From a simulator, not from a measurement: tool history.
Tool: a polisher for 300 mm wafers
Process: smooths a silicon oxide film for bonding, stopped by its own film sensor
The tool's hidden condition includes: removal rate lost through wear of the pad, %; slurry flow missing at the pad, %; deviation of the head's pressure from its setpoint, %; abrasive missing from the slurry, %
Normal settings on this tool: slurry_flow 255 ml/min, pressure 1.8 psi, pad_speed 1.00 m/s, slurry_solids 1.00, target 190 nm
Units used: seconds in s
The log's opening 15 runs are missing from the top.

run    hour  slurry_flow  pressure  pad_speed  slurry_solids  target  wafers since the last listed run  wafers polished on this pad  hours since the slurry nozzle was cleaned  hours since the head pressure was calibrated  hours since the slurry blender was calibrated  incoming thickness of the incoming film, nm  seconds
      721.3  -- slurry nozzle cleaned
      725.1  -- slurry blender recalibrated
 16   768.7          220       1.8       1.00           1.00     171                               420                         3190                                       47.4                                        1519.1                                           43.6                                        250.8    111.4
      773.1  -- worn pad replaced by a new one
      798.1  -- head pressure recalibrated
 17   816.5          195       2.1       1.00           0.90     190                               345                          342                                       95.2                                          18.4                                           91.4                                        247.4     76.2
 18   857.0          335       1.8       0.84           0.70     190                               334                          677                                      135.7                                          58.9                                          131.9                                        251.4    103.3
 19   903.3          330       1.8       0.66           0.70     190                               382                         1060                                      182.0                                         105.2                                          178.2                                        251.7    127.4
 20   934.5          255       1.8       1.00           1.00     190                               258                         1318                                      213.2                                         136.4                                          209.4                                        248.5     77.8
 21   975.1          255       1.8       1.00           1.00     209                               335                         1653                                      253.8                                         177.0                                          250.0                                        252.3     60.0
 22  1017.4          285       2.3       1.00           1.00     190                               349                         2003                                      296.1                                         219.3                                          292.3                                        255.5     75.2
 23  1071.9          255       1.8       1.18           1.15     176                               450                         2454                                      350.6                                         273.8                                          346.8                                        248.7     84.7
     1088.3  -- slurry blender recalibrated
 24  1120.9          315       2.0       0.90           1.00     190                               388                         2843                                      399.6                                         322.8                                           32.6                                        249.6     78.5
 25  1145.7          340       1.8       1.00           1.00     190                               205                         3048                                      424.4                                         347.6                                           57.4                                        250.7     80.7
     1155.3  -- worn pad replaced by a new one
 26  1191.3          255       1.8       1.00           1.00     190                               344                          297                                      470.0                                         393.2                                          103.0                                        248.5     78.2
 27  1253.6          215       1.8       1.00           1.00     209                               515                          812                                      532.3                                         455.5                                          165.3                                        249.0     53.7
 28  1321.6          255       1.8       1.00           1.00     190                               562                         1374                                      600.3                                         523.5                                          233.3                                        251.4     81.4
 29  1386.9          310       1.8       1.00           1.00     190                               539                         1914                                      665.6                                         588.8                                          298.6                                        253.4     83.8
     1401.0  -- slurry nozzle cleaned
 30  1412.2          320       1.3       0.66           0.90     190                               200                         2115                                       11.2                                         614.1                                          323.9                                        249.6    141.2
     1487.2  -- worn pad replaced by a new one
     1499.1  -- slurry blender recalibrated
 31  1580.9          255       1.8       1.00           1.00     190                              1345                          758                                      179.9                                         782.8                                           81.8                                        252.8     86.3

Alternative continuations, all from the tool just after run 31; predict every row:
  A  1581.4          255       1.8       1.00           1.00     190                                 4                          762                                      180.4                                         783.3                                           82.3                                        245.6        ?
  B  1581.4          255       2.2       1.00           1.00     190                                 4                          762                                      180.4                                         783.3                                           82.3                                        245.6        ?
  C  1581.4          255       1.8       1.00           1.20     190                                 4                          762                                      180.4                                         783.3                                           82.3                                        245.6        ?

run  seconds
  A     75.0
  B     65.8
  C     70.5
The same runs, with their run-to-run variation unchanged, on a tool lacking any hidden condition would have given:
run  seconds
  A     75.0
  B     65.8
  C     70.5

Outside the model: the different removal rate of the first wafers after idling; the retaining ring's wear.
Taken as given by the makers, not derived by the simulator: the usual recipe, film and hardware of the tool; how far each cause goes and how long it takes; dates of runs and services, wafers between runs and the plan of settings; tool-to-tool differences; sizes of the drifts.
